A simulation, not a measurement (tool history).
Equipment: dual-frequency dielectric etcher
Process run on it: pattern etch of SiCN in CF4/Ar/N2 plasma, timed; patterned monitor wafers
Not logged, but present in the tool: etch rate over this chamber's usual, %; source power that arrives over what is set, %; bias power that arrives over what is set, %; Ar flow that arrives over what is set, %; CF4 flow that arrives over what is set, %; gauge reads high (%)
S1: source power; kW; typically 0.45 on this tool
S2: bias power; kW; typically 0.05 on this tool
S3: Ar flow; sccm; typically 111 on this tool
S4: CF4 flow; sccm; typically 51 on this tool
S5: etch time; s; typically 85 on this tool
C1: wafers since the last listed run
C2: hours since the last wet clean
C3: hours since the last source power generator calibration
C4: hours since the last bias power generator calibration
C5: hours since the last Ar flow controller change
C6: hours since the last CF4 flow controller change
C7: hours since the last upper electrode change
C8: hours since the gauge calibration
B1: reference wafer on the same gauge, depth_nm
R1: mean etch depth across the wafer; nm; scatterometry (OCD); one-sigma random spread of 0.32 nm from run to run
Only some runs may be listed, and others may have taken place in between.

run    hour    S1     S2   S3  S4    S5    C1     C2      C3      C4      C5      C6      C7     C8    B1    R1
  1       0  0.45   0.05  111  51    67     0   42.1  3303.6  1933.5  3806.9  1321.5  2673.3  851.1  51.2  48.1
  2    64.4  0.45   0.05  111  51    85   705  106.5    3368  1997.9  3871.3  1385.9  2737.7  915.5  51.2  60.3
       67.7  -- gauge calibrated
  3   124.5  0.45   0.05  111  51    85   658  166.6  3428.1    2058  3931.4    1446  2797.8   56.8  51.3  61.4
  4   193.4  0.45   0.05  111  51    85   755  235.5    3497  2126.9  4000.3  1514.9  2866.7  125.7  51.2  60.7
  5   287.5  0.52   0.05  111  51    85  1031  329.6  3591.1    2221  4094.4    1609  2960.8  219.8  51.2    69
      309.2  -- CF4 flow controller replaced
      391.7  -- source power generator calibrated
      436.2  -- wet clean of the chamber
  6   436.7  0.52   0.05  111  51    85  1262    0.5      45  2370.2  4243.6   127.5    3110    369  51.2  69.3
      473.9  -- Ar flow controller replaced
      488.9  -- bias power generator calibrated
  7   517.6  0.45   0.05  111  51    85   776   81.4   125.9    28.7    43.7   208.4  3190.9  449.9  51.2  59.3
  8   599.3  0.45   0.05  111  46    85   895  163.1   207.6   110.4   125.4   290.1  3272.6  531.6  51.2  58.8
  9   645.6  0.51   0.04  111  41   104   507  209.4   253.9   156.7   171.7   336.4  3318.9  577.9  51.3  68.6
 10     686  0.45  0.059  135  51    85   442  249.8   294.3   197.1   212.1   376.8  3359.3  618.3  51.3  63.3
 11   786.6  0.45   0.05  111  51    85  1102  350.4   394.9   297.7   312.7   477.4  3459.9  718.9  51.2  60.5
 12   860.2  0.45   0.05  111  51   104   806    424   468.5   371.3   386.3     551  3533.5  792.5  51.1    74
 13     960  0.39   0.05  111  45    85  1093  523.8   568.3   471.1   486.1   650.8  3633.3  892.3  51.1  52.4
      996.7  -- wet clean of the chamber
 14   997.4  0.45   0.05  111  55    85   146    0.7   605.7   508.5   523.5   688.2  3670.7  929.7  51.3  61.5
     1016.8  -- gauge calibrated
     1041.1  -- upper electrode replaced
 15  1098.4  0.45   0.05  101  51    85   843  101.7   706.7   609.5   624.5   789.2    57.3   81.6  51.2  61.6
 16  1179.2  0.45   0.05  111  41    85   885  182.5   787.5   690.3   705.3     870   138.1  162.4  51.2  58.3
 17  1263.4  0.52  0.046  111  51    61   922  266.7   871.7   774.5   789.5   954.2   222.3  246.6  51.1  47.2
 18  1351.1  0.52   0.05  111  51    85   961  354.4   959.4   862.2   877.2  1041.9     310  334.3  51.1  68.7
 19  1437.3  0.37   0.05  122  60   106   944  440.6  1045.6   948.4   963.4  1128.1   396.2  420.5  51.2    65
     1506.7  -- wet clean of the chamber
 20  1507.2  0.53  0.045  111  59  95.5   503    0.5  1115.5  1018.3  1033.3    1198   466.1  490.4  51.2  76.8

For each run, the measured value with the value that run would have given without the tool's hidden condition subtracted. The run-to-run variation is shared by both, the gauge scatter possibly not:
run    R1
  1  +1.3
  2  +1.6
  3  +1.6
  4  +1.6
  5  +1.8
  6  +1.9
  7  +0.2
  8  +0.3
  9  +0.4
 10  +0.5
 11  +0.7
 12  +0.9
 13  +0.7
 14  +0.9
 15    +1
 16    +1
 17  +0.8
 18  +1.3
 19  +1.3
 20  +1.5

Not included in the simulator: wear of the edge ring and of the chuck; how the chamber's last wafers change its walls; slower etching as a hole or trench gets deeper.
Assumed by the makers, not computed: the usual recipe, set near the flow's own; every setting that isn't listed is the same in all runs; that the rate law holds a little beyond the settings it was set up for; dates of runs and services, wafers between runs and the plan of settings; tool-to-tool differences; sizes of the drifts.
